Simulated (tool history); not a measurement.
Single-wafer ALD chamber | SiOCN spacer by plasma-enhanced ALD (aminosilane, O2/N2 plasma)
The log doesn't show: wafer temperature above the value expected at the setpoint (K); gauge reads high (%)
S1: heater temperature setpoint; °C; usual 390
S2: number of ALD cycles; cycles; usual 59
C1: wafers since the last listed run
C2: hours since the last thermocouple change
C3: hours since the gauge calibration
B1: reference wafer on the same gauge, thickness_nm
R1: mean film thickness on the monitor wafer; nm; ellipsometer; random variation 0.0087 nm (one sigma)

run 1 hour=0 | S1=382 S2=59 | C1=0 C2=1329.9 C3=313.4 | B1=3.207 | R1=3.464
run 2 hour=8.1 | S1=382 S2=59 | C1=47 C2=1338 C3=321.5 | B1=3.203 | R1=3.444
run 3 hour=27.5 | S1=381 S2=59 | C1=113 C2=1357.4 C3=340.9 | B1=3.202 | R1=3.429
run 4 hour=34.6 | S1=381 S2=59 | C1=41 C2=1364.5 C3=348 | B1=3.201 | R1=3.442
run 5 hour=41.5 | S1=381 S2=59 | C1=40 C2=1371.4 C3=354.9 | B1=3.2 | R1=3.446
run 6 hour=58.1 | S1=390 S2=67 | C1=96 C2=1388 C3=371.5 | B1=3.196 | R1=3.889
run 7 hour=82 | S1=390 S2=67 | C1=139 C2=1411.9 C3=395.4 | B1=3.193 | R1=3.886
run 8 hour=91 | S1=390 S2=54 | C1=52 C2=1420.9 C3=404.4 | B1=3.193 | R1=3.126
run 9 hour=111.2 | S1=390 S2=54 | C1=117 C2=1441.1 C3=424.6 | B1=3.189 | R1=3.129
run 10 hour=118.9 | S1=390 S2=54 | C1=44 C2=1448.8 C3=432.3 | B1=3.188 | R1=3.147
run 11 hour=134.6 | S1=390 S2=64 | C1=91 C2=1464.5 C3=448 | B1=3.186 | R1=3.712
-- hour=160.2 thermocouple changed; heater temperature recalibrated
run 12 hour=160.7 | S1=390 S2=64 | C1=105 C2=0.5 C3=474.1 | B1=3.179 | R1=3.714
run 13 hour=164.3 | S1=390 S2=64 | C1=20 C2=4.1 C3=477.7 | B1=3.179 | R1=3.7
run 14 hour=170.6 | S1=390 S2=59 | C1=36 C2=10.4 C3=484 | B1=3.178 | R1=3.408
run 15 hour=185.7 | S1=390 S2=59 | C1=88 C2=25.5 C3=499.1 | B1=3.176 | R1=3.406
run 16 hour=202.7 | S1=390 S2=59 | C1=99 C2=42.5 C3=516.1 | B1=3.17 | R1=3.418
-- hour=204.2 gauge calibrated
run 17 hour=212.9 | S1=390 S2=59 | C1=59 C2=52.7 C3=8.7 | B1=3.233 | R1=3.483
run 18 hour=219.9 | S1=385 S2=51 | C1=40 C2=59.7 C3=15.7 | B1=3.234 | R1=2.993
run 19 hour=227.6 | S1=390 S2=48 | C1=44 C2=67.4 C3=23.4 | B1=3.237 | R1=2.829
run 20 hour=242.4 | S1=401 S2=64 | C1=86 C2=82.2 C3=38.2 | B1=3.234 | R1=3.762
run 21 hour=258.9 | S1=401 S2=51 | C1=96 C2=98.7 C3=54.7 | B1=3.233 | R1=3.006
run 22 hour=273 | S1=375 S2=59 | C1=82 C2=112.8 C3=68.8 | B1=3.235 | R1=3.47
run 23 hour=290.5 | S1=390 S2=59 | C1=102 C2=130.3 C3=86.3 | B1=3.233 | R1=3.465
run 24 hour=307.6 | S1=390 S2=71 | C1=99 C2=147.4 C3=103.4 | B1=3.233 | R1=4.165
run 25 hour=321.2 | S1=396 S2=55 | C1=79 C2=161 C3=117 | B1=3.232 | R1=3.23
run 26 hour=338.8 | S1=390 S2=59 | C1=102 C2=178.6 C3=134.6 | B1=3.232 | R1=3.472
run 27 hour=381 | S1=390 S2=70 | C1=246 C2=220.8 C3=176.8 | B1=3.229 | R1=4.102
run 28 hour=394.1 | S1=394 S2=47 | C1=76 C2=233.9 C3=189.9 | B1=3.229 | R1=2.771
run 29 hour=410.9 | S1=382 S2=59 | C1=97 C2=250.7 C3=206.7 | B1=3.228 | R1=3.462
run 30 hour=428.5 | S1=402 S2=50 | C1=102 C2=268.3 C3=224.3 | B1=3.225 | R1=2.94
run 31 hour=435.2 | S1=390 S2=59 | C1=39 C2=275 C3=231 | B1=3.226 | R1=3.471
run 32 hour=452.3 | S1=390 S2=59 | C1=99 C2=292.1 C3=248.1 | B1=3.224 | R1=3.472
run 33 hour=460.8 | S1=380 S2=67 | C1=49 C2=300.6 C3=256.6 | B1=3.221 | R1=3.931
run 34 hour=470 | S1=390 S2=59 | C1=53 C2=309.8 C3=265.8 | B1=3.219 | R1=3.462
run 35 hour=480.8 | S1=390 S2=59 | C1=62 C2=320.6 C3=276.6 | B1=3.219 | R1=3.456

The same runs without the tool's hidden state, with the same run-to-run variation:
run=1 R1=3.49
run=2 R1=3.472
run=3 R1=3.46
run=4 R1=3.474
run=5 R1=3.478
run=6 R1=3.929
run=7 R1=3.931
run=8 R1=3.163
run=9 R1=3.17
run=10 R1=3.189
run=11 R1=3.765
run=12 R1=3.773
run=13 R1=3.759
run=14 R1=3.464
run=15 R1=3.465
run=16 R1=3.481
run=17 R1=3.478
run=18 R1=2.989
run=19 R1=2.825
run=20 R1=3.757
run=21 R1=3.002
run=22 R1=3.466
run=23 R1=3.462
run=24 R1=4.162
run=25 R1=3.228
run=26 R1=3.471
run=27 R1=4.104
run=28 R1=2.773
run=29 R1=3.466
run=30 R1=2.945
run=31 R1=3.477
run=32 R1=3.48
run=33 R1=3.941
run=34 R1=3.472
run=35 R1=3.468

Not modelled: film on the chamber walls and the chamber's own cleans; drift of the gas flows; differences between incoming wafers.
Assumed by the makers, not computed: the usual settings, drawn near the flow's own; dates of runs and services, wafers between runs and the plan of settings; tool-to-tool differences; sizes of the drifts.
